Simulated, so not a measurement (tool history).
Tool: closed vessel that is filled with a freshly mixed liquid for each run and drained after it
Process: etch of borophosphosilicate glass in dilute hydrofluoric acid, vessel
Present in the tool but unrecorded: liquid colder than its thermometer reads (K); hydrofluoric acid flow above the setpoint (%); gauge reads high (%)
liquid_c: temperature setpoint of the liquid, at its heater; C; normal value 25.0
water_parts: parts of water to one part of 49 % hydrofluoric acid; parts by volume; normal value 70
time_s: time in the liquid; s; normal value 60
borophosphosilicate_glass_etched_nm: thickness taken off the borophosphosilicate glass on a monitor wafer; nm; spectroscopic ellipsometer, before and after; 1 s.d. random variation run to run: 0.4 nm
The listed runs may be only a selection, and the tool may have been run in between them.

run,hour,liquid_c,water_parts,time_s,wafers since the last listed run,hours since the thermometer was replaced,hours since the hydrofluoric acid flow meter was replaced,hours since the gauge calibration,"read-back film thickness of the borophosphosilicate glass reference wafer, read on the same gauge (nm)",borophosphosilicate_glass_etched_nm
1,0.0,25.0,70,35,0,462.9,206.2,1594.9,100.00,24.93
2,39.2,25.0,70,35,4589,502.1,245.4,1634.1,100.01,25.04
3,109.5,25.0,70,60,8229,572.4,315.7,1704.4,99.99,42.93
4,214.0,25.0,70,60,12233,676.9,420.2,1808.9,100.05,43.07
5,309.9,22.0,95,60,11226,772.8,516.1,1904.8,99.99,27.25
6,372.2,25.0,45,60,7293,835.1,578.4,1967.1,100.01,69.62
# hour 398.4: hydrofluoric acid flow meter replaced
7,447.4,25.0,45,60,8686,910.3,49.0,2042.3,100.02,69.48
8,625.1,25.0,45,60,20803,1088.0,226.7,2220.0,100.03,67.54
9,719.1,25.0,70,70,11004,1182.0,320.7,2314.0,99.98,49.29
10,762.4,25.0,70,60,5069,1225.3,364.0,2357.3,100.00,42.29
# hour 768.9: gauge calibrated
11,830.3,26.5,70,60,7948,1293.2,431.9,61.4,100.03,44.22
12,891.2,26.5,70,60,7129,1354.1,492.8,122.3,99.98,44.82
# hour 947.2: hydrofluoric acid flow meter replaced
13,1102.7,26.5,70,60,24642,1565.6,155.5,333.8,100.03,44.91
14,1174.8,25.0,70,60,8440,1637.7,227.6,405.9,100.03,42.07
15,1282.6,28.5,90,85,12619,1745.5,335.4,513.7,100.00,51.80
16,1375.0,25.0,70,60,10817,1837.9,427.8,606.1,100.02,41.68
# hour 1428.2: hydrofluoric acid flow meter replaced
17,1441.5,27.0,85,40,7667,1904.4,13.3,672.6,99.98,24.41
18,1538.4,30.0,100,75,11343,2001.3,110.2,769.5,99.96,43.22
19,1578.2,25.0,70,60,4659,2041.1,150.0,809.3,100.05,41.35
20,1649.4,21.5,70,80,8335,2112.3,221.2,880.5,99.95,48.75
# hour 1662.2: thermometer replaced
21,1731.2,23.5,45,60,9459,69.0,303.0,962.3,99.97,66.50
22,1818.8,22.5,80,60,10255,156.6,390.6,1049.9,100.00,34.07
23,1889.9,22.0,40,95,8323,227.7,461.7,1121.0,99.99,110.57
# hour 1892.1: hydrofluoric acid flow meter replaced
24,1958.3,25.0,80,85,7890,296.1,66.2,1189.4,100.00,53.14
25,2023.6,28.0,40,75,7644,361.4,131.5,1254.7,100.02,110.91
26,2115.6,25.0,70,95,10770,453.4,223.5,1346.7,99.99,69.33
27,2209.7,28.5,90,85,11016,547.5,317.6,1440.8,100.02,53.15
28,2260.4,27.0,90,85,5935,598.2,368.3,1491.5,100.01,49.99
29,2322.5,23.5,80,35,7269,660.3,430.4,1553.6,100.01,20.60
30,2388.8,20.0,70,45,7761,726.6,496.7,1619.9,100.01,26.20

For some of the steps in borophosphosilicate_glass_etched_nm from one run to the next: how much would appear even if the tool had no hidden state, given the settings, what came in and random variation, and how much remains for the hidden state plus any gauge scatter that the measured result and the result without hidden state don't share?
Run 5 -> 6: liquid_c 22.0 -> 25.0, water_parts 95 -> 45. borophosphosilicate_glass_etched_nm +42.37 nm: hidden state -1.30, all else +43.67.
Run 17 -> 18: liquid_c 27.0 -> 30.0, water_parts 85 -> 100, time_s 40 -> 75. borophosphosilicate_glass_etched_nm +18.81 nm: hidden state -1.11, all else +19.92.
Run 20 -> 21: liquid_c 21.5 -> 23.5, water_parts 70 -> 45, time_s 80 -> 60, thermometer replaced. borophosphosilicate_glass_etched_nm +17.75 nm: hidden state +2.69, all else +15.06.
Run 22 -> 23: liquid_c 22.5 -> 22.0, water_parts 80 -> 40, time_s 60 -> 95. borophosphosilicate_glass_etched_nm +76.50 nm: hidden state -1.09, all else +77.59.
Run 23 -> 24: liquid_c 22.0 -> 25.0, water_parts 40 -> 80, time_s 95 -> 85, hydrofluoric acid flow meter replaced. borophosphosilicate_glass_etched_nm -57.43 nm: hidden state +0.69, all else -58.12.
Run 24 -> 25: liquid_c 25.0 -> 28.0, water_parts 80 -> 40, time_s 85 -> 75. borophosphosilicate_glass_etched_nm +57.77 nm: hidden state -1.07, all else +58.84.
